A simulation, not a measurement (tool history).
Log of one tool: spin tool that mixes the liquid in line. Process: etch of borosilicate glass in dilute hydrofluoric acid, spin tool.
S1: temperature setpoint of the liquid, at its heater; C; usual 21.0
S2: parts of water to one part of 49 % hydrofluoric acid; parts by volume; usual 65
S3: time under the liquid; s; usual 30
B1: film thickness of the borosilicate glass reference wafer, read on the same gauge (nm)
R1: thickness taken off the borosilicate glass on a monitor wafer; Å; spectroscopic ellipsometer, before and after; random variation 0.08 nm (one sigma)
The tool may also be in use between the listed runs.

| run | hour | S1 | S2 | S3 | B1 | R1 |
|---|---|---|---|---|---|---|
| 1 | 0.0 | 21.0 | 65 | 30 | 89.97 | 136.4 |
| 2 | 25.8 | 21.0 | 65 | 30 | 89.98 | 135.3 |
| 3 | 47.0 | 21.0 | 65 | 40 | 90.03 | 182.8 |
| 4 | 71.0 | 21.0 | 65 | 40 | 89.97 | 185.0 |
| 5 | 83.1 | 21.0 | 90 | 30 | 90.00 | 96.4 |
| 6 | 102.0 | 21.0 | 90 | 30 | 89.98 | 96.6 |
| 7 | 117.2 | 21.0 | 65 | 30 | 89.96 | 138.0 |
| 8 | 139.8 | 21.0 | 65 | 30 | 90.01 | 139.0 |
| 9 | 156.2 | 21.0 | 65 | 30 | 90.03 | 139.2 |
| 10 | 173.3 | 21.0 | 65 | 30 | 90.01 | 139.1 |
| 11 | 190.1 | 21.0 | 65 | 30 | 90.03 | 140.0 |
| 12 | 215.8 | 17.0 | 40 | 40 | 90.01 | 260.4 |
| 13 | 246.5 | 18.0 | 40 | 50 | 89.99 | 311.0 |
| 14 | 265.1 | 23.5 | 65 | 30 | 90.02 | 140.5 |
| 15 | 286.5 | 21.0 | 65 | 30 | 89.98 | 127.0 |
| 16 | 299.6 | 21.0 | 90 | 45 | 90.03 | 133.1 |
| 17 | 327.9 | 21.0 | 65 | 15 | 90.01 | 63.5 |
| 18 | 348.9 | 19.5 | 40 | 30 | 89.98 | 199.9 |
| 19 | 362.2 | 21.0 | 65 | 30 | 90.00 | 128.3 |
| 20 | 390.1 | 21.0 | 65 | 30 | 90.01 | 128.3 |
| 21 | 419.1 | 23.5 | 40 | 35 | 90.02 | 280.2 |

Not shown: 3 entries that the log had between the listed runs. Between which runs, and how does the tool's hidden state differ before and after?
Between runs 12 and 13: hydrofluoric acid flow meter replaced (hour 234.7)
  hydrofluoric acid flow above the setpoint (%): 11.6 -> 1.65
  measured less the result without the state, R1: +28.2 -> +5.3 Å
Between runs 16 and 17: thermometer replaced (hour 316.7); gauge calibrated (hour 317.4)
  hydrofluoric acid flow above the setpoint (%): 2.35 -> 2.72
  measured less the result without the state, R1: +3.3 -> +1.9 Å
